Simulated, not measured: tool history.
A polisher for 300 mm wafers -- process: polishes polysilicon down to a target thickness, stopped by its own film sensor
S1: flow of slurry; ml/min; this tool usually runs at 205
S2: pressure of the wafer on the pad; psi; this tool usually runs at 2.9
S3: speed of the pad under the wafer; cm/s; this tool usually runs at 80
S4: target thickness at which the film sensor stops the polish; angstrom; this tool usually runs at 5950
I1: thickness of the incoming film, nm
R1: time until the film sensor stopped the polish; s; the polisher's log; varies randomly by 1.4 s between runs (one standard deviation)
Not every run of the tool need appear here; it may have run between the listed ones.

run	hour	S1	S2	S3	S4	I1	R1
1	0.0	150	3.4	80	5950	1195.0	83.7
2	17.4	150	3.4	80	5950	1208.0	89.3
3	31.4	205	2.9	80	5950	1193.8	98.1
4	48.8	205	2.9	80	5950	1184.9	99.1
5	58.0	245	2.9	80	5950	1195.8	101.2
# hour 73.5: worn pad replaced by a new one
6	74.0	245	2.9	80	5950	1180.9	88.9
7	86.3	245	2.9	80	5950	1188.8	89.8
8	101.1	235	2.2	92	5190	1183.9	126.9
# hour 105.1: slurry nozzle cleaned
9	118.8	150	3.4	80	5950	1172.8	85.1
# hour 157.1: head pressure recalibrated
# hour 161.0: worn pad replaced by a new one
10	168.2	185	3.5	68	4140	1187.2	117.8
11	180.2	205	2.9	80	7620	1170.6	64.9
12	197.6	205	2.9	80	5950	1208.7	101.1
13	209.4	205	2.9	108	5950	1163.6	72.9
14	215.5	205	2.9	80	4130	1205.2	133.4
15	231.1	205	3.5	72	4290	1199.0	117.4

For each run, the measured value with the value that run would have given without the tool's hidden condition subtracted. The run-to-run variation is shared by both, the gauge scatter possibly not:
Hidden conditions of the tool in this case: removal rate lost through wear of the pad, %; slurry flow missing at the pad, %; deviation of the head's pressure from its setpoint, %.
run	R1
1	+2.2
2	+4.2
3	+6.2
4	+8.3
5	+9.6
6	+1.3
7	+2.6
8	+5.8
9	+5.7
10	+2.1
11	+2.1
12	+5.3
13	+4.8
14	+9.8
15	+10.7
